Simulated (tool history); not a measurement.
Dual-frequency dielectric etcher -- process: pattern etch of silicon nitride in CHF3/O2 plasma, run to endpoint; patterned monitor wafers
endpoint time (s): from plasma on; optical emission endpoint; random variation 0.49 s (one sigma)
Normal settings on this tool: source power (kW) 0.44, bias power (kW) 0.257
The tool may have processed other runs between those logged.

run,hour,source power (kW),bias power (kW),wafers since the last listed run,hours since the last wet clean,hours since the last source power generator calibration,hours since the last bias power generator calibration,hours since the last upper electrode change,"incoming incoming film thickness, nm",endpoint time (s)
1,0,0.48,0.257,0,242.5,1864.8,4965.3,2347.6,76.6,53.1
2,16.8,0.44,0.257,242,259.3,1881.6,4982.1,2364.4,76.4,57.2
3,25.1,0.44,0.257,120,267.6,1889.9,4990.4,2372.7,75.7,56.5
4,42.9,0.44,0.257,257,285.4,1907.7,5008.2,2390.5,76.4,55.3
5,54,0.41,0.229,160,296.5,1918.8,5019.3,2401.6,76.2,61.2
6,66.9,0.36,0.232,186,309.4,1931.7,5032.2,2414.5,77.2,66
7,81.6,0.44,0.257,212,324.1,1946.4,5046.9,2429.2,76.6,56.5
8,88.4,0.44,0.257,98,330.9,1953.2,5053.7,2436,76.3,56.6
9,95.9,0.44,0.257,108,338.4,1960.7,5061.2,2443.5,75.8,56.8
10,113.5,0.44,0.257,254,356,1978.3,5078.8,2461.1,75.9,57.2
11,125.5,0.44,0.257,173,368,1990.3,5090.8,2473.1,76.4,57.3
# hour 151.2: bias power generator calibrated
# hour 154.8: upper electrode replaced
12,155.3,0.44,0.257,321,397.8,2020.1,4.1,0.5,76.3,57.2
# hour 181.8: wet clean of the chamber
13,182.3,0.44,0.257,43,0.5,2047.1,31.1,27.5,75.9,54.1
14,187.5,0.44,0.257,75,5.7,2052.3,36.3,32.7,76.3,54.1
15,196.2,0.44,0.257,125,14.4,2061,45,41.4,76.6,54.1
16,214.2,0.44,0.257,260,32.4,2079,63,59.4,76.3,54.8
# hour 223: source power generator calibrated
17,227.5,0.44,0.296,134,45.7,4.5,76.3,72.7,76.1,52.7
18,242.9,0.48,0.196,222,61.1,19.9,91.7,88.1,77,56.6
19,249.9,0.52,0.198,101,68.1,26.9,98.7,95.1,75.7,53
20,258.2,0.44,0.297,120,76.4,35.2,107,103.4,76.4,53
21,265.5,0.48,0.282,105,83.7,42.5,114.3,110.7,75.4,50.6
22,286.5,0.44,0.257,303,104.7,63.5,135.3,131.7,75.8,55.1
23,316.4,0.37,0.211,432,134.6,93.4,165.2,161.6,75.4,64.3
24,331.2,0.39,0.211,214,149.4,108.2,180,176.4,76.2,63.4
25,337.7,0.44,0.297,94,155.9,114.7,186.5,182.9,76.2,54.1
26,348.5,0.41,0.318,156,166.7,125.5,197.3,193.7,76.1,54.9
27,356.5,0.44,0.229,115,174.7,133.5,205.3,201.7,76.2,57.5
28,369.4,0.41,0.297,186,187.6,146.4,218.2,214.6,76.4,55.9
29,378.9,0.55,0.28,137,197.1,155.9,227.7,224.1,76,48.3
30,392.6,0.44,0.204,198,210.8,169.6,241.4,237.8,76.5,59.5
31,405.4,0.44,0.257,185,223.6,182.4,254.2,250.6,75.9,55.9
32,412.4,0.44,0.257,101,230.6,189.4,261.2,257.6,76.3,56.2
33,422.4,0.41,0.235,144,240.6,199.4,271.2,267.6,76.3,59.9
34,432.2,0.44,0.257,141,250.4,209.2,281,277.4,77,57.1

How would selected steps in endpoint time (s) from run to run divide? Give the signed amount a tool lacking its hidden state would still show from settings, what came in and random variation, and the signed amount left for the hidden state, including any gauge scatter that is not in both of the compared results.
The hidden state here: etch rate over this chamber's usual, %; source power that arrives over what is set, %; bias power that arrives over what is set, %.
Run 1 -> 2: source power (kW) 0.48 -> 0.44. endpoint time (s) +4.1: hidden state +0.3, all else +3.8.
Run 6 -> 7: source power (kW) 0.36 -> 0.44, bias power (kW) 0.232 -> 0.257. endpoint time (s) -9.5: hidden state -0.2, all else -9.3.
Run 12 -> 13: wet clean of the chamber. endpoint time (s) -3.1: hidden state -2.4, all else -0.7.
Run 22 -> 23: source power (kW) 0.44 -> 0.37, bias power (kW) 0.257 -> 0.211. endpoint time (s) +9.2: hidden state +0.4, all else +8.8.
Run 24 -> 25: source power (kW) 0.39 -> 0.44, bias power (kW) 0.211 -> 0.297. endpoint time (s) -9.3: hidden state -0.1, all else -9.2.
Run 29 -> 30: source power (kW) 0.55 -> 0.44, bias power (kW) 0.28 -> 0.204. endpoint time (s) +11.2: hidden state +0.3, all else +10.9.
